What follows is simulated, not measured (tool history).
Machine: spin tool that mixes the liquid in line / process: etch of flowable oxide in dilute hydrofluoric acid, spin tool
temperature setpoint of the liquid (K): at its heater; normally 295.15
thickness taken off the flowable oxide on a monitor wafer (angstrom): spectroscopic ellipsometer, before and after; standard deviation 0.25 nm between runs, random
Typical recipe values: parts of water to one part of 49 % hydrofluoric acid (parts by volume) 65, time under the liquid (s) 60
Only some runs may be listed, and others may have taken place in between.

run    hour  temperature setpoint of the liquid (K)  parts of water to one part of 49 % hydrofluoric acid (parts by volume)  time under the liquid (s)  wafers since the last listed run  hours since the thermometer was replaced  hours since the hydrofluoric acid flow meter was replaced  hours since the gauge calibration  read-back film thickness of the flowable oxide reference wafer, read on the same gauge (nm)  thickness taken off the flowable oxide on a monitor wafer (angstrom)
  1       0                                  295.15                                                                      65                         60                                 0                                    2167.3                                                      958.8                              441.7                                                                                        99.95                                                                 335.7
  2    53.3                                  295.15                                                                      65                         60                               558                                    2220.6                                                     1012.1                                495                                                                                       100.02                                                                 328.3
  3    93.4                                  295.15                                                                      65                         60                               420                                    2260.7                                                     1052.2                              535.1                                                                                        99.97                                                                 337.2
  4   169.4                                  295.15                                                                      65                         75                               796                                    2336.7                                                     1128.2                              611.1                                                                                       100.01                                                                 420.5
  5     239                                  295.15                                                                      65                         75                               729                                    2406.3                                                     1197.8                              680.7                                                                                          100                                                                 421.4
  6   314.1                                  295.15                                                                      65                         60                               787                                    2481.4                                                     1272.9                              755.8                                                                                       100.01                                                                   336
  7   355.2                                  295.15                                                                      65                         60                               430                                    2522.5                                                       1314                              796.9                                                                                       100.02                                                                 332.9
  8   405.8                                  295.15                                                                      65                         60                               530                                    2573.1                                                     1364.6                              847.5                                                                                        99.97                                                                 338.1
  9     508                                  295.15                                                                      65                         60                              1071                                    2675.3                                                     1466.8                              949.7                                                                                        99.99                                                                 342.3
 10   590.2                                  295.15                                                                      65                         60                               861                                    2757.5                                                       1549                             1031.9                                                                                          100                                                                   343
      611.4  -- thermometer replaced
 11   633.1                                  298.65                                                                      75                         60                               439                                      21.7                                                     1591.9                             1074.8                                                                                       100.03                                                                 297.5
 12   702.5                                  298.65                                                                      75                         60                               727                                      91.1                                                     1661.3                             1144.2                                                                                       100.03                                                                 300.9
 13   791.7                                  295.15                                                                      65                         60                               935                                     180.3                                                     1750.5                             1233.4                                                                                        99.98                                                                 307.7
 14   859.3                                  295.15                                                                      65                         60                               708                                     247.9                                                     1818.1                               1301                                                                                        99.97                                                                   306
 15   951.6                                  295.15                                                                      65                         30                               967                                     340.2                                                     1910.4                             1393.3                                                                                        99.94                                                                 154.5
     1040.8  -- hydrofluoric acid flow meter replaced
 16    1114                                  293.65                                                                      65                         45                              1691                                     502.6                                                       73.2                             1555.7                                                                                        99.99                                                                 216.9
 17  1195.2                                  295.15                                                                      65                         75                               851                                     583.8                                                      154.4                             1636.9                                                                                       100.05                                                                 390.6
     1196.6  -- gauge calibrated
 18  1237.8                                  292.15                                                                      65                         75                               446                                     626.4                                                        197                               41.2                                                                                        99.97                                                                 340.2
 19  1296.2                                  295.15                                                                      65                         60                               612                                     684.8                                                      255.4                               99.6                                                                                       100.07                                                                 311.2
 20  1385.8                                  291.15                                                                      50                         80                               939                                     774.4                                                        345                              189.2                                                                                        99.96                                                                 465.8
 21  1474.7                                  295.15                                                                      65                         85                               931                                     863.3                                                      433.9                              278.1                                                                                        99.98                                                                 435.9
 22  1557.9                                  295.15                                                                      85                         90                               872                                     946.5                                                      517.1                              361.3                                                                                       100.03                                                                   355
 23    1597                                  290.65                                                                      40                         80                               409                                     985.6                                                      556.2                              400.4                                                                                       100.05                                                                 582.8
 24  1668.3                                  297.15                                                                      95                         80                               747                                    1056.9                                                      627.5                              471.7                                                                                        99.98                                                                 301.5
 25  1748.1                                  295.15                                                                      45                         80                               836                                    1136.7                                                      707.3                              551.5                                                                                        99.96                                                                 626.8
 26  1845.8                                  296.65                                                                      65                         60                              1024                                    1234.4                                                        805                              649.2                                                                                        99.94                                                                 337.9
 27  1897.6                                  295.15                                                                      35                         60                               542                                    1286.2                                                      856.8                                701                                                                                       100.02                                                                 621.2
 28  1967.8                                  295.15                                                                      45                         60                               735                                    1356.4                                                        927                              771.2                                                                                       100.07                                                                 477.9

Run by run, hidden condition taken away, random variation retained:
Hidden conditions of the tool in this case: liquid hotter than its thermometer reads (K); hydrofluoric acid flow above the setpoint (%); gauge reads high (%).
run  thickness taken off the flowable oxide on a monitor wafer (angstrom)
  1                                                                 303.9
  2                                                                 296.6
  3                                                                 304.1
  4                                                                 378.2
  5                                                                   378
  6                                                                 300.4
  7                                                                 297.1
  8                                                                 301.2
  9                                                                 303.7
 10                                                                 303.3
 11                                                                 296.5
 12                                                                   299
 13                                                                 304.5
 14                                                                   302
 15                                                                 151.9
 16                                                                 211.8
 17                                                                 380.3
 18                                                                 330.5
 19                                                                 301.7
 20                                                                 449.4
 21                                                                 419.6
 22                                                                 340.9
 23                                                                 557.1
 24                                                                 288.5
 25                                                                 596.4
 26                                                                 320.6
 27                                                                 587.2
 28                                                                 450.6
